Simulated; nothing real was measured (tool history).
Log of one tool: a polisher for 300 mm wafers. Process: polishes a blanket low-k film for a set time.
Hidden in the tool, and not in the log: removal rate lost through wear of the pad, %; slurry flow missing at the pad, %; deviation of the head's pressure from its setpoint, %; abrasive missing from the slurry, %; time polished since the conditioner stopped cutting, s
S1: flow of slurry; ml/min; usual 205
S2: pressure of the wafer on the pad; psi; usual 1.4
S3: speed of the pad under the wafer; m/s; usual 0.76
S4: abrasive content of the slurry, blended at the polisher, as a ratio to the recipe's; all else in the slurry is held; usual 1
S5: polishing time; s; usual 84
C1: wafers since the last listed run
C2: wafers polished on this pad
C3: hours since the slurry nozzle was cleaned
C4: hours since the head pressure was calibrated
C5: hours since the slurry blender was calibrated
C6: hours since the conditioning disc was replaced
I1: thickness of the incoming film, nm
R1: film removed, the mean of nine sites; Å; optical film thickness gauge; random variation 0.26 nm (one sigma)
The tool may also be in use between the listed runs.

run,day,S1,S2,S3,S4,S5,C1,C2,C3,C4,C5,C6,I1,R1
1,0,205,1.4,0.76,1,84,0,1145,306.6,23.8,26.6,225.7,370.6,208
2,0.5,205,1.4,0.76,1,84,125,1271,318.6,35.8,38.6,237.7,369.9,209
# day 0.746: worn pad replaced by a new one
# day 1.383: slurry nozzle cleaned
3,1.867,205,1.2,0.76,1,84,290,271,11.6,68.6,71.4,270.5,376,195
4,2.396,205,1.4,0.76,1,84,132,403,24.3,81.3,84.1,283.2,370.6,228
5,2.846,205,1.4,0.58,0.9,97,112,516,35.1,92.1,94.9,294,364.9,193
6,3.283,205,1.4,0.94,1,84,109,626,45.6,102.6,105.4,304.5,375.8,266
7,3.854,205,1.4,0.76,1,84,143,769,59.3,116.3,119.1,318.2,365.4,219
8,5.692,205,1.4,0.76,1,84,461,1230,103.4,160.4,163.2,362.3,371.9,212
9,6.096,205,1.4,0.96,1,67,101,1332,113.1,170.1,172.9,372,370,205
10,6.633,230,1.4,0.76,0.75,97,134,1467,126,183,185.8,384.9,378.7,215
# day 6.892: worn pad replaced by a new one
11,7.188,205,1.2,0.58,1,84,97,74,139.3,196.3,199.1,398.2,369.8,147
12,7.496,205,1.1,0.76,1,84,77,151,146.7,203.7,206.5,405.6,372.4,167
# day 7.971: conditioning disc replaced and pad reconditioned
13,8.312,205,1.6,0.76,1,84,183,335,166.3,223.3,226.1,8.2,370.4,232
14,8.779,205,1.4,0.76,1,84,117,452,177.5,234.5,237.3,19.4,372.7,208
15,9.308,205,1.1,0.6,1.25,84,132,585,190.2,247.2,250,32.1,363.1,149
16,9.683,185,1.4,0.88,1,84,94,679,199.2,256.2,259,41.1,374.6,224
17,10.408,205,1.4,0.76,0.75,84,181,861,216.6,273.6,276.4,58.5,368.2,178
18,10.9,205,1.4,0.76,1,105,123,984,228.4,285.4,288.2,70.3,374.9,258
19,11.404,260,1.4,0.76,1,84,126,1111,240.5,297.5,300.3,82.4,364.5,215
20,12.129,205,1.9,0.76,1.1,84,181,1292,257.9,314.9,317.7,99.8,368.6,278
# day 12.596: slurry blender recalibrated
# day 12.879: worn pad replaced by a new one
21,12.9,160,1.4,1,0.85,84,130,5,276.4,333.4,7.3,118.3,370.7,218
22,13.525,205,1.4,0.9,0.7,63,156,161,291.4,348.4,22.3,133.3,368,145

Forecast run 23:
23,13.812,170,1.4,0.76,0.9,84,72,233,298.3,355.3,29.2,140.2,373,?

R1: 182 Å
Without the tool's hidden state the same run would have given R1 216 Å.

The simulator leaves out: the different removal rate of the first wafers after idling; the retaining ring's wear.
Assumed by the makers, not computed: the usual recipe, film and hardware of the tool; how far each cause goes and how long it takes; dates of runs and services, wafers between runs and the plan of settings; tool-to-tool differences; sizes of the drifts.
